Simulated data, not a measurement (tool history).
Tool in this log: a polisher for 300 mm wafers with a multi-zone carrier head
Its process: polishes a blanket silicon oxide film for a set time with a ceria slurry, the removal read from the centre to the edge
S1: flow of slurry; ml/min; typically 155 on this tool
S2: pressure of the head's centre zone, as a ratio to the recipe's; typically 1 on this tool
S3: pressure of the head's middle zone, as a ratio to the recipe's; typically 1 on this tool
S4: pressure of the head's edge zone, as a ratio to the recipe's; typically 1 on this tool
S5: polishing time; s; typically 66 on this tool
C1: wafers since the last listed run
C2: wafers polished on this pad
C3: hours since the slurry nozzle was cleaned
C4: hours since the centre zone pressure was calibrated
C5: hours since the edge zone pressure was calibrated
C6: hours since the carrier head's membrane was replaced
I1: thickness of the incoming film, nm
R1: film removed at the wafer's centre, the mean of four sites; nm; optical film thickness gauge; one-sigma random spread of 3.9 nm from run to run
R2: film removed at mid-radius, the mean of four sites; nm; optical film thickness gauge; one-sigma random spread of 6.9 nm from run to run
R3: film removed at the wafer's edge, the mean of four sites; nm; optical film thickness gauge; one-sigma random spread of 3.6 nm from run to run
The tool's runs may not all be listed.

run 1 hour=0 | S1=155 S2=1.1 S3=1 S4=1 S5=66 | C1=0 C2=3171 C3=256.1 C4=578.5 C5=144.6 C6=34.6 | I1=1088.1 | R1=527 R2=482.7 R3=477.7
run 2 hour=34.2 | S1=155 S2=1 S3=1 S4=1 S5=66 | C1=553 C2=3724 C3=290.3 C4=612.7 C5=178.8 C6=68.8 | I1=1088.4 | R1=482 R2=474 R3=484.8
-- hour=40 worn pad replaced by a new one
run 3 hour=61.2 | S1=155 S2=1 S3=1 S4=1 S5=66 | C1=371 C2=342 C3=317.3 C4=639.7 C5=205.8 C6=95.8 | I1=1079.9 | R1=473.1 R2=465 R3=480.4
run 4 hour=76.3 | S1=155 S2=1 S3=1 S4=1 S5=66 | C1=244 C2=587 C3=332.4 C4=654.8 C5=220.9 C6=110.9 | I1=1078.6 | R1=475.9 R2=487 R3=489.3
run 5 hour=92.9 | S1=155 S2=1 S3=1 S4=1 S5=66 | C1=268 C2=855 C3=349 C4=671.4 C5=237.5 C6=127.5 | I1=1106.4 | R1=481.6 R2=481.8 R3=476.4
run 6 hour=110.3 | S1=125 S2=0.89 S3=1 S4=1 S5=66 | C1=281 C2=1136 C3=366.4 C4=688.8 C5=254.9 C6=144.9 | I1=1114.5 | R1=405.8 R2=468 R3=464.6
run 7 hour=127.6 | S1=155 S2=1.07 S3=1 S4=1 S5=45 | C1=279 C2=1416 C3=383.7 C4=706.1 C5=272.2 C6=162.2 | I1=1096.2 | R1=348.6 R2=330.6 R3=331.7
-- hour=141.7 centre zone pressure recalibrated
run 8 hour=174.6 | S1=155 S2=1 S3=1 S4=1 S5=66 | C1=727 C2=2144 C3=430.7 C4=32.9 C5=319.2 C6=209.2 | I1=1115.8 | R1=479 R2=488 R3=478.2
run 9 hour=197.7 | S1=155 S2=1 S3=1 S4=1 S5=84 | C1=373 C2=2518 C3=453.8 C4=56 C5=342.3 C6=232.3 | I1=1086.7 | R1=616.5 R2=616 R3=605.1
run 10 hour=219.4 | S1=175 S2=1 S3=1 S4=1 S5=66 | C1=350 C2=2869 C3=475.5 C4=77.7 C5=364 C6=254 | I1=1088.4 | R1=490.3 R2=500.3 R3=483.4
run 11 hour=236 | S1=175 S2=0.9 S3=1 S4=1 S5=66 | C1=268 C2=3137 C3=492.1 C4=94.3 C5=380.6 C6=270.6 | I1=1113.4 | R1=440.3 R2=495.1 R3=492.6
run 12 hour=251.4 | S1=170 S2=1 S3=1 S4=1 S5=66 | C1=249 C2=3386 C3=507.5 C4=109.7 C5=396 C6=286 | I1=1112.9 | R1=490 R2=485.9 R3=482.1
run 13 hour=271.3 | S1=155 S2=1 S3=1 S4=0.93 S5=66 | C1=321 C2=3708 C3=527.4 C4=129.6 C5=415.9 C6=305.9 | I1=1095 | R1=485.3 R2=478 R3=455.3
-- hour=300.1 worn pad replaced by a new one
run 14 hour=301.8 | S1=155 S2=0.91 S3=1 S4=1 S5=66 | C1=428 C2=27 C3=557.9 C4=160.1 C5=446.4 C6=336.4 | I1=1100.8 | R1=436.6 R2=495.5 R3=479
run 15 hour=322.3 | S1=155 S2=1 S3=1 S4=1 S5=57 | C1=331 C2=359 C3=578.4 C4=180.6 C5=466.9 C6=356.9 | I1=1105.5 | R1=419.4 R2=404.1 R3=413.9
run 16 hour=355.7 | S1=105 S2=1 S3=1 S4=1 S5=66 | C1=540 C2=899 C3=611.8 C4=214 C5=500.3 C6=390.3 | I1=1105.9 | R1=428.7 R2=440.2 R3=455.1
run 17 hour=381.4 | S1=155 S2=0.94 S3=1 S4=0.9 S5=66 | C1=415 C2=1315 C3=637.5 C4=239.7 C5=526 C6=416 | I1=1100.1 | R1=451.7 R2=483 R3=456.2
run 18 hour=404.9 | S1=110 S2=1 S3=0.92 S4=1 S5=66 | C1=380 C2=1695 C3=661 C4=263.2 C5=549.5 C6=439.5 | I1=1091.1 | R1=436 R2=419.8 R3=452.2
run 19 hour=422.8 | S1=155 S2=1 S3=1 S4=1.12 S5=66 | C1=289 C2=1984 C3=678.9 C4=281.1 C5=567.4 C6=457.4 | I1=1095.7 | R1=480.6 R2=483.6 R3=502.8
run 20 hour=457.9 | S1=155 S2=1.05 S3=1.12 S4=1 S5=66 | C1=567 C2=2552 C3=714 C4=316.2 C5=602.5 C6=492.5 | I1=1108.1 | R1=501.2 R2=525.3 R3=478.5
run 21 hour=470.6 | S1=205 S2=1.07 S3=1 S4=1.06 S5=66 | C1=205 C2=2757 C3=726.7 C4=328.9 C5=615.2 C6=505.2 | I1=1109.4 | R1=539.7 R2=506.9 R3=511.8
-- hour=492.4 slurry nozzle cleaned
run 22 hour=498.4 | S1=155 S2=0.92 S3=1 S4=1.12 S5=77 | C1=433 C2=3191 C3=6 C4=356.7 C5=643 C6=533 | I1=1082.9 | R1=515.7 R2=560 R3=591.7
-- hour=515.7 worn pad replaced by a new one
run 23 hour=523.2 | S1=155 S2=0.94 S3=1.11 S4=1.06 S5=66 | C1=336 C2=120 C3=30.8 C4=381.5 C5=667.8 C6=557.8 | I1=1103.3 | R1=447.4 R2=521.9 R3=492.6

Predict each of these 3 candidate next runs independently; none follows another, all start after run 23:
run A hour=523.6 | S1=155 S2=1 S3=1 S4=1 S5=86 | C1=6 C2=127 C3=31.2 C4=381.9 C5=668.2 C6=558.2 | I1=1113.3 | R1=? R2=? R3=?
run B hour=523.6 | S1=155 S2=1.1 S3=1 S4=1.11 S5=66 | C1=6 C2=127 C3=31.2 C4=381.9 C5=668.2 C6=558.2 | I1=1113.3 | R1=? R2=? R3=?
run C hour=523.6 | S1=200 S2=1 S3=1 S4=1 S5=66 | C1=6 C2=127 C3=31.2 C4=381.9 C5=668.2 C6=558.2 | I1=1113.3 | R1=? R2=? R3=?

run=A R1=630.2 R2=636.3 R3=622.8
run=B R1=532.4 R2=488 R3=503.4
run=C R1=507.2 R2=509.5 R3=493
The same runs, with their run-to-run variation unchanged, on a tool lacking any hidden condition would have given:
run=A R1=630.2 R2=636.3 R3=622.8
run=B R1=532.4 R2=488 R3=503.4
run=C R1=507.2 R2=509.5 R3=493

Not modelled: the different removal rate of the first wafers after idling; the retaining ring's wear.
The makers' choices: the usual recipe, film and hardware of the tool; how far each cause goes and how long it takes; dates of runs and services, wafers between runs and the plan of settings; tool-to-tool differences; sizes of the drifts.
